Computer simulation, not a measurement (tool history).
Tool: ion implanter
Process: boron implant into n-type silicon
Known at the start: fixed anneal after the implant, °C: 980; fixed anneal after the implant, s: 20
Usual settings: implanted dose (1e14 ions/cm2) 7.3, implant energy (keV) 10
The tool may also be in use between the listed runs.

run   hour  implanted dose (1e14 ions/cm2)  implant energy (keV)  read-back reference wafer on the same gauge, sheet resistance  sheet resistance of the implanted and annealed layer (ohm/square)
  1      0                            6.23                    10                                                         170.99                                                             220.16
  2   60.2                            6.23                    10                                                         170.95                                                             219.93
  3  106.9                            8.32                    12                                                         170.89                                                             175.41
  4  165.2                             7.3                    10                                                         171.02                                                             196.12
  5  203.7                             7.3                    10                                                         171.01                                                             196.24
  6  237.4                            8.09                    10                                                         171.01                                                             183.71
     253.2  -- extraction supply calibrated
     269.4  -- Faraday cup replaced and dose calibrated
     275.1  -- gauge calibrated
  7  279.3                            8.65                  11.5                                                         171.02                                                             169.56
  8  312.5                            8.65                  11.5                                                         171.03                                                             169.79
  9  355.7                             7.3                     9                                                         170.98                                                             197.81
 10  386.4                            6.82                     9                                                         170.97                                                             207.47
 11  438.4                            6.82                     9                                                         170.99                                                             207.43
 12  496.5                            6.82                     9                                                         170.99                                                             208.11
 13  555.5                            8.46                    10                                                         171.02                                                             177.14
 14  587.5                             7.3                    10                                                         171.02                                                             195.55
 15  619.5                            8.89                    12                                                         171.01                                                             167.04
 16    653                             7.3                    10                                                         170.97                                                             195.65
 17  685.7                             7.3                  12.5                                                         170.96                                                             191.41
 18  754.9                             7.3                    10                                                          170.9                                                             196.15
 19  788.3                            6.13                    10                                                         170.97                                                                223
 20  829.6                             7.3                    10                                                         170.97                                                             196.26
 21  860.1                            8.09                    10                                                         171.06                                                             183.06
 22  892.9                             7.3                   8.5                                                         170.98                                                             201.07

Forecast run 23:
 23   941                            5.89                  11.5                                                              ?                                                                  ?

read-back reference wafer on the same gauge, sheet resistance: 171.01
sheet resistance of the implanted and annealed layer (ohm/square): 228.01
Without the tool's hidden state the same run would have given sheet resistance of the implanted and annealed layer (ohm/square) 224.46.
